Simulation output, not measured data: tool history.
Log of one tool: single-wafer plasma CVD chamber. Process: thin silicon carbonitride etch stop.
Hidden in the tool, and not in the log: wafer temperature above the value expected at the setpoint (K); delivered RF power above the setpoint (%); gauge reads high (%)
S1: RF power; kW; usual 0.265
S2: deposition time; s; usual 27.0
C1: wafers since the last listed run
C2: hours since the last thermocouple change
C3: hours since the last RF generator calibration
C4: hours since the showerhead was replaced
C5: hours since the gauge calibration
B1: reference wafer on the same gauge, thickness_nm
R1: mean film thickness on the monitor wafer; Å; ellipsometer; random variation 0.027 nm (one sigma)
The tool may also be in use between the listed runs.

run 1 hour=0.0 | S1=0.265 S2=29.1 | C1=0 C2=1937.3 C3=719.3 C4=7088.5 C5=88.0 | B1=21.092 | R1=193.77
run 2 hour=35.4 | S1=0.265 S2=29.1 | C1=713 C2=1972.7 C3=754.7 C4=7123.9 C5=123.4 | B1=21.097 | R1=193.01
run 3 hour=42.1 | S1=0.265 S2=29.1 | C1=134 C2=1979.4 C3=761.4 C4=7130.6 C5=130.1 | B1=21.105 | R1=193.35
run 4 hour=53.7 | S1=0.285 S2=27.0 | C1=233 C2=1991.0 C3=773.0 C4=7142.2 C5=141.7 | B1=21.103 | R1=183.06
run 5 hour=70.1 | S1=0.285 S2=27.0 | C1=330 C2=2007.4 C3=789.4 C4=7158.6 C5=158.1 | B1=21.097 | R1=182.53
run 6 hour=83.1 | S1=0.285 S2=27.0 | C1=261 C2=2020.4 C3=802.4 C4=7171.6 C5=171.1 | B1=21.101 | R1=182.88
run 7 hour=108.5 | S1=0.265 S2=27.0 | C1=511 C2=2045.8 C3=827.8 C4=7197.0 C5=196.5 | B1=21.104 | R1=178.84
-- hour=128.9 RF generator calibrated
-- hour=133.5 showerhead replaced
run 8 hour=134.0 | S1=0.265 S2=27.0 | C1=260 C2=2071.3 C3=5.1 C4=0.5 C5=222.0 | B1=21.103 | R1=180.96
run 9 hour=134.3 | S1=0.305 S2=27.0 | C1=6 C2=2071.6 C3=5.4 C4=0.8 C5=222.3 | B1=21.114 | R1=188.12
run 10 hour=147.2 | S1=0.265 S2=29.1 | C1=259 C2=2084.5 C3=18.3 C4=13.7 C5=235.2 | B1=21.100 | R1=194.97
run 11 hour=158.7 | S1=0.220 S2=32.4 | C1=231 C2=2096.0 C3=29.8 C4=25.2 C5=246.7 | B1=21.105 | R1=207.94
-- hour=160.6 gauge calibrated
run 12 hour=167.4 | S1=0.220 S2=24.6 | C1=175 C2=2104.7 C3=38.5 C4=33.9 C5=6.8 | B1=21.109 | R1=158.12
-- hour=185.8 thermocouple changed; heater temperature recalibrated
run 13 hour=186.3 | S1=0.265 S2=27.0 | C1=219 C2=0.5 C3=57.4 C4=52.8 C5=25.7 | B1=21.107 | R1=181.41
run 14 hour=191.9 | S1=0.305 S2=29.8 | C1=112 C2=6.1 C3=63.0 C4=58.4 C5=31.3 | B1=21.092 | R1=208.12
run 15 hour=199.9 | S1=0.230 S2=27.0 | C1=161 C2=14.1 C3=71.0 C4=66.4 C5=39.3 | B1=21.102 | R1=175.53
run 16 hour=211.6 | S1=0.230 S2=30.0 | C1=235 C2=25.8 C3=82.7 C4=78.1 C5=51.0 | B1=21.102 | R1=194.64
run 17 hour=227.7 | S1=0.230 S2=30.1 | C1=324 C2=41.9 C3=98.8 C4=94.2 C5=67.1 | B1=21.099 | R1=195.17
run 18 hour=235.9 | S1=0.265 S2=27.0 | C1=165 C2=50.1 C3=107.0 C4=102.4 C5=75.3 | B1=21.093 | R1=181.19

3 ways to go on from here, each from the tool as it stands after run 18. What would each give?
run A hour=236.3 | S1=0.240 S2=27.0 | C1=8 C2=50.5 C3=107.4 C4=102.8 C5=75.7 | B1=? | R1=?
run B hour=236.3 | S1=0.265 S2=30.9 | C1=8 C2=50.5 C3=107.4 C4=102.8 C5=75.7 | B1=? | R1=?
run C hour=236.3 | S1=0.265 S2=31.3 | C1=8 C2=50.5 C3=107.4 C4=102.8 C5=75.7 | B1=? | R1=?

run=A B1=21.098 R1=176.34
run=B B1=21.098 R1=206.93
run=C B1=21.098 R1=209.61
Without the tool's hidden state the same runs would have given:
run=A R1=176.57
run=B R1=207.20
run=C R1=209.88
